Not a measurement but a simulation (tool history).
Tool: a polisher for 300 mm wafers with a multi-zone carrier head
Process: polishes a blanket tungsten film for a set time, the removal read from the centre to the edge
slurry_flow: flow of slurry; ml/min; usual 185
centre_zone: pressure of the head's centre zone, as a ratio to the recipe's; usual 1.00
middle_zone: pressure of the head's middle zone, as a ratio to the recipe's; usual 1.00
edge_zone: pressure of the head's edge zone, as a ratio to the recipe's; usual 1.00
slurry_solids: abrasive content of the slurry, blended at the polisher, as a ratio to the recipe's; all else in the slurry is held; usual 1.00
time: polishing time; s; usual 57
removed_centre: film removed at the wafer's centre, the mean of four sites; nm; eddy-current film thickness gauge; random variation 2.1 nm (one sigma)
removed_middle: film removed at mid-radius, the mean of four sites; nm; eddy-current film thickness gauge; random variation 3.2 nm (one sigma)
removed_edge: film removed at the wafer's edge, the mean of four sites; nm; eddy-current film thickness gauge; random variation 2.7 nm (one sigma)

run	hour	slurry_flow	centre_zone	middle_zone	edge_zone	slurry_solids	time	wafers since the last listed run	wafers polished on this pad	hours since the slurry nozzle was cleaned	hours since the centre zone pressure was calibrated	hours since the edge zone pressure was calibrated	hours since the carrier head's membrane was replaced	incoming thickness of the incoming film, nm	removed_centre	removed_middle	removed_edge
1	0.0	185	1.00	1.06	1.07	1.00	57	0	4	232.7	316.3	62.6	1002.9	1072.1	223.7	236.8	230.8
2	47.3	185	1.00	1.00	1.00	1.00	57	410	414	280.0	363.6	109.9	1050.2	1085.9	218.7	222.8	220.5
# hour 104.5: centre zone pressure recalibrated
3	113.4	185	1.00	1.00	1.00	1.00	57	555	969	346.1	8.9	176.0	1116.3	1059.9	211.3	215.1	215.8
4	190.8	185	1.00	1.00	1.00	1.00	57	670	1640	423.5	86.3	253.4	1193.7	1064.7	207.2	206.6	203.3
5	237.9	185	1.00	1.00	1.00	1.00	57	408	2048	470.6	133.4	300.5	1240.8	1052.5	201.8	206.8	201.9
# hour 388.4: worn pad replaced by a new one
6	464.2	185	1.00	1.00	1.00	1.00	57	1926	657	696.9	359.7	526.8	1467.1	1069.7	219.3	224.7	218.6
# hour 604.7: edge zone pressure recalibrated
# hour 641.9: centre zone pressure recalibrated
# hour 644.4: slurry nozzle cleaned
# hour 772.0: worn pad replaced by a new one
7	776.4	185	1.00	1.00	1.00	1.00	57	2628	37	132.0	134.5	171.7	1779.3	1071.1	228.6	229.4	226.0
# hour 825.7: carrier head's membrane replaced by a new one
8	949.4	185	1.00	1.00	1.00	1.00	57	1456	1493	305.0	307.5	344.7	123.7	1075.2	210.8	211.7	211.3
9	1009.4	185	0.94	1.00	1.04	1.00	57	520	2014	365.0	367.5	404.7	183.7	1057.2	193.7	211.3	210.6
10	1072.9	185	0.94	1.00	1.04	1.00	57	550	2564	428.5	431.0	468.2	247.2	1085.9	190.3	209.9	207.7
# hour 1124.7: centre zone pressure recalibrated
11	1168.4	185	1.00	1.00	1.00	1.15	46	810	3374	524.0	43.7	563.7	342.7	1084.5	173.2	173.9	169.5
# hour 1234.9: worn pad replaced by a new one
12	1240.6	155	1.00	1.00	1.00	0.80	76	591	49	596.2	115.9	635.9	414.9	1067.4	267.3	277.0	272.1
# hour 1306.7: edge zone pressure recalibrated
13	1311.2	185	1.08	1.00	1.05	1.15	71	594	644	666.8	186.5	4.5	485.5	1061.1	301.2	275.9	284.0
# hour 1354.6: slurry nozzle cleaned
14	1376.1	140	1.00	1.00	1.00	0.80	57	553	1198	21.5	251.4	69.4	550.4	1069.5	185.5	189.1	189.9
15	1470.6	185	1.00	1.00	1.00	1.00	57	819	2017	116.0	345.9	163.9	644.9	1091.4	206.1	199.8	199.1
16	1552.3	185	1.00	1.00	0.94	1.00	57	708	2725	197.7	427.6	245.6	726.6	1090.2	199.4	204.1	195.1
# hour 1568.3: centre zone pressure recalibrated
17	1635.8	185	1.00	1.00	1.00	1.00	57	706	3431	281.2	67.5	329.1	810.1	1085.0	201.6	204.8	196.5
# hour 1646.5: worn pad replaced by a new one
18	1704.2	185	1.00	1.06	1.07	1.00	57	558	500	349.6	135.9	397.5	878.5	1065.0	219.6	234.3	228.4
19	1796.1	185	1.00	1.00	1.00	1.00	57	796	1296	441.5	227.8	489.4	970.4	1072.2	214.1	215.6	213.0
20	1864.6	185	1.00	1.00	1.00	1.00	57	593	1890	510.0	296.3	557.9	1038.9	1072.1	207.6	210.5	208.6
# hour 1922.4: edge zone pressure recalibrated
21	1940.1	125	1.00	1.00	1.00	0.70	57	637	2527	585.5	371.8	17.7	1114.4	1046.6	171.0	178.2	172.5
22	2015.0	135	1.10	1.00	1.00	1.00	57	649	3176	660.4	446.7	92.6	1189.3	1082.2	214.8	196.7	194.8

3 ways to go on from here, each from the tool as it stands after run 22. What would each give?
A	2015.4	185	1.00	0.97	1.00	1.00	57	3	3180	660.8	447.1	93.0	1189.7	1074.0	?	?	?
B	2015.4	185	1.00	0.92	1.00	1.10	57	3	3180	660.8	447.1	93.0	1189.7	1074.0	?	?	?
C	2015.4	185	1.00	1.00	1.00	0.85	57	3	3180	660.8	447.1	93.0	1189.7	1074.0	?	?	?

run	removed_centre	removed_middle	removed_edge
A	204.4	203.7	203.8
B	209.9	201.6	209.5
C	195.3	198.9	194.6
Without the tool's hidden state the same runs would have given:
run	removed_centre	removed_middle	removed_edge
A	229.7	228.9	229.0
B	235.9	226.5	235.4
C	219.5	223.5	218.7
